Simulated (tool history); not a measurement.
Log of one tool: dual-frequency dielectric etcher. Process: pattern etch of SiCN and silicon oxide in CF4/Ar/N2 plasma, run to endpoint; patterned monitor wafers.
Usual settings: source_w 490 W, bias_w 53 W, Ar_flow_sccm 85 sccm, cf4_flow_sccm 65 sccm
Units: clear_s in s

run    hour  source_w  bias_w  Ar_flow_sccm  cf4_flow_sccm  incoming incoming film thickness, nm  clear_s
  1       0       420      53            85             65                                 16.63     21.3
  2    71.6       490      53            93             65                                 16.66     17.9
  3   168.3       490      53            93             65                                 16.69     17.9
      218.3  -- wet clean of the chamber
  4   262.3       490      53           102             65                                 16.58     18.6
  5     300       490      53           102             65                                 16.67     18.7
  6   347.3       490      53            90             52                                 16.72     19.4
      371.5  -- Ar flow controller replaced
  7   419.6       490      53            90             52                                 16.79     19.4
  8   519.7       490      53            90             52                                 16.75     19.2
  9   588.7       490      53            85             65                                 16.53     17.7
      634.3  -- CF4 flow controller replaced
 10   669.3       490      53            85             65                                 16.75     17.8
      737.4  -- bias power generator calibrated
 11   746.6       440      53           104             65                                  16.7     20.6
      784.4  -- wet clean of the chamber
 12   835.5       380      53            85             65                                 16.83       25
 13   885.4       490      53            96             53                                 16.72     19.3
 14   960.3       490      42            85             79                                 16.95     18.7
 15  1059.3       450      53            94             57                                 16.77     20.7
       1114  -- source power generator calibrated
 16  1164.3       570      53            85             65                                 16.63     15.4
     1251.1  -- upper electrode replaced
 17  1251.6       430      49            93             71                                  16.6     21.3
     1303.8  -- wet clean of the chamber
 18  1304.3       490      53            85             65                                 16.58     18.7
 19  1377.9       410      45            85             75                                 16.69     23.3
 20  1439.7       490      53            90             52                                 16.66     19.8
 21  1520.6       420      60           100             70                                 16.68     21.4
 22  1596.7       490      42            85             65                                 16.68     19.4
 23  1680.3       490      46            85             65                                 16.82       19
 24  1724.3       490      53            85             65                                  16.8     18.3

4 ways to go on from here, each from the tool as it stands after run 24. What would each give?
  A  1724.7       490      53            85             53                                  16.8        ?
  B  1724.7       600      53            85             65                                  16.8        ?
  C  1724.7       440      58           103             78                                  16.8        ?
  D  1724.7       580      63            85             65                                  16.8        ?

run  clear_s
  A       19
  B     14.4
  C     19.7
  D     14.2
Without the tool's hidden state the same runs would have given:
run  clear_s
  A     19.8
  B       15
  C     20.5
  D     14.8

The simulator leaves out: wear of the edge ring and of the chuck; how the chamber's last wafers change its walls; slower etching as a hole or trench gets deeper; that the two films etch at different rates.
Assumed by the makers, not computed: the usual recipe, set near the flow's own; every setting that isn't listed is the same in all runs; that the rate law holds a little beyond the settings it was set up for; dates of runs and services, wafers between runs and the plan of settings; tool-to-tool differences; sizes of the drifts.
